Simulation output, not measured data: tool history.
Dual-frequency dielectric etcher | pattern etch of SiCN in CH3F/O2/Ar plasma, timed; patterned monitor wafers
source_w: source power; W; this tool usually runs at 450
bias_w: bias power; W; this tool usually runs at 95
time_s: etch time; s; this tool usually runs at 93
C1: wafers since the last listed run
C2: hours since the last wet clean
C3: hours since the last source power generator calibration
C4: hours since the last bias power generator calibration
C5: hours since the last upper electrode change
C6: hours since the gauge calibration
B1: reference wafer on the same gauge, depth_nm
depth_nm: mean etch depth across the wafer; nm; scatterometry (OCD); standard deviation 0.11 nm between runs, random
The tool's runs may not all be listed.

Run 1, hour 0: usual settings; C1 0; C2 181.4; C3 2580.8; C4 4034.3; C5 4593.5; C6 445.8; B1 46.75. Result: depth_nm 41.66 nm.
Run 2, hour 33.8: usual settings; C1 351; C2 215.2; C3 2614.6; C4 4068.1; C5 4627.3; C6 479.6; B1 46.73. Result: depth_nm 41.53 nm.
Run 3, hour 47.6: usual settings; C1 143; C2 229; C3 2628.4; C4 4081.9; C5 4641.1; C6 493.4; B1 46.66. Result: depth_nm 41.76 nm.
Run 4, hour 79.6: usual settings; C1 332; C2 261; C3 2660.4; C4 4113.9; C5 4673.1; C6 525.4; B1 46.71. Result: depth_nm 41.61 nm.
Run 5, hour 93.9: usual settings; C1 148; C2 275.3; C3 2674.7; C4 4128.2; C5 4687.4; C6 539.7; B1 46.74. Result: depth_nm 41.68 nm.
Run 6, hour 129.7: usual settings; C1 372; C2 311.1; C3 2710.5; C4 4164; C5 4723.2; C6 575.5; B1 46.7. Result: depth_nm 41.7 nm.
Run 7, hour 152.8: usual settings; C1 240; C2 334.2; C3 2733.6; C4 4187.1; C5 4746.3; C6 598.6; B1 46.69. Result: depth_nm 41.77 nm.
At hour 198.2: upper electrode replaced.
Run 8, hour 198.7: usual settings; C1 227; C2 380.1; C3 2779.5; C4 4233; C5 0.5; C6 644.5; B1 46.7. Result: depth_nm 41.93 nm.
Run 9, hour 209.7: usual settings; C1 114; C2 391.1; C3 2790.5; C4 4244; C5 11.5; C6 655.5; B1 46.67. Result: depth_nm 41.78 nm.
Run 10, hour 256.6: usual settings; C1 487; C2 438; C3 2837.4; C4 4290.9; C5 58.4; C6 702.4; B1 46.75. Result: depth_nm 41.99 nm.
Run 11, hour 272.2: usual settings; C1 162; C2 453.6; C3 2853; C4 4306.5; C5 74; C6 718; B1 46.65. Result: depth_nm 41.94 nm.
Run 12, hour 286.6: usual settings; C1 149; C2 468; C3 2867.4; C4 4320.9; C5 88.4; C6 732.4; B1 46.7. Result: depth_nm 42.03 nm.
At hour 294.7: source power generator calibrated.
At hour 315: gauge calibrated.
Run 13, hour 317.2: usual settings; C1 276; C2 498.6; C3 22.5; C4 4351.5; C5 119; C6 2.2; B1 46.7. Result: depth_nm 41.99 nm.
Run 14, hour 332.8: usual settings but bias_w 108 W; C1 162; C2 514.2; C3 38.1; C4 4367.1; C5 134.6; C6 17.8; B1 46.72. Result: depth_nm 44.45 nm.
At hour 368.6: wet clean of the chamber.
Run 15, hour 369.1: usual settings but source_w 530 W, bias_w 75 W; C1 127; C2 0.5; C3 74.4; C4 4403.4; C5 170.9; C6 54.1; B1 46.7. Result: depth_nm 40.39 nm.
Run 16, hour 375.3: usual settings but bias_w 87 W; C1 64; C2 6.7; C3 80.6; C4 4409.6; C5 177.1; C6 60.3; B1 46.7. Result: depth_nm 39.99 nm.
Run 17, hour 400.2: usual settings but source_w 520 W, bias_w 116 W; C1 258; C2 31.6; C3 105.5; C4 4434.5; C5 202; C6 85.2; B1 46.68. Result: depth_nm 47.66 nm.
At hour 409.4: bias power generator calibrated.
Run 18, hour 425.3: usual settings but bias_w 73 W; C1 219; C2 56.7; C3 130.6; C4 15.9; C5 227.1; C6 110.3; B1 46.7. Result: depth_nm 37.17 nm.
Run 19, hour 461: usual settings but source_w 380 W, bias_w 81 W, time_s 102.5 s; C1 371; C2 92.4; C3 166.3; C4 51.6; C5 262.8; C6 146; B1 46.77. Result: depth_nm 39.56 nm.
Run 20, hour 489.2: usual settings but source_w 490 W, bias_w 112 W, time_s 113 s; C1 293; C2 120.6; C3 194.5; C4 79.8; C5 291; C6 174.2; B1 46.66. Result: depth_nm 56.2 nm.
Run 21, hour 508: usual settings; C1 195; C2 139.4; C3 213.3; C4 98.6; C5 309.8; C6 193; B1 46.69. Result: depth_nm 41.33 nm.
Run 22, hour 521.7: usual settings; C1 142; C2 153.1; C3 227; C4 112.3; C5 323.5; C6 206.7; B1 46.69. Result: depth_nm 41.62 nm.
Run 23, hour 553: usual settings but source_w 340 W, bias_w 110 W, time_s 113 s; C1 325; C2 184.4; C3 258.3; C4 143.6; C5 354.8; C6 238; B1 46.71. Result: depth_nm 47.25 nm.
Run 24, hour 585.3: usual settings but source_w 360 W, time_s 73.5 s; C1 335; C2 216.7; C3 290.6; C4 175.9; C5 387.1; C6 270.3; B1 46.74. Result: depth_nm 29.64 nm.
Run 25, hour 615.9: usual settings but time_s 72.5 s; C1 318; C2 247.3; C3 321.2; C4 206.5; C5 417.7; C6 300.9; B1 46.72. Result: depth_nm 32.34 nm.
Run 26, hour 632.4: usual settings; C1 171; C2 263.8; C3 337.7; C4 223; C5 434.2; C6 317.4; B1 46.68. Result: depth_nm 41.65 nm.
Run 27, hour 654.3: usual settings but bias_w 118 W, time_s 74.5 s; C1 227; C2 285.7; C3 359.6; C4 244.9; C5 456.1; C6 339.3; B1 46.7. Result: depth_nm 36.58 nm.

Below, some changes in depth_nm between adjacent runs. For each, the amount present without the hidden state too (settings, incoming material, random variation) and the amount remaining for the hidden state with gauge scatter not shared by both compared results:
The tool's hidden condition here consists of: etch rate over this chamber's usual, %; source power that arrives over what is set, %; bias power that arrives over what is set, %; gauge reads high (%).
Run 14 -> 15: source_w 450 -> 530, bias_w 108 -> 75, wet clean of the chamber. depth_nm -4.06 nm: hidden state -0.86, all else -3.2.
Run 19 -> 20: source_w 380 -> 490, bias_w 81 -> 112, time_s 102.5 -> 113. depth_nm +16.64 nm: hidden state +0.11, all else +16.53.
Run 23 -> 24: source_w 340 -> 360, bias_w 110 -> 95, time_s 113 -> 73.5. depth_nm -17.61 nm: hidden state -0.08, all else -17.53.
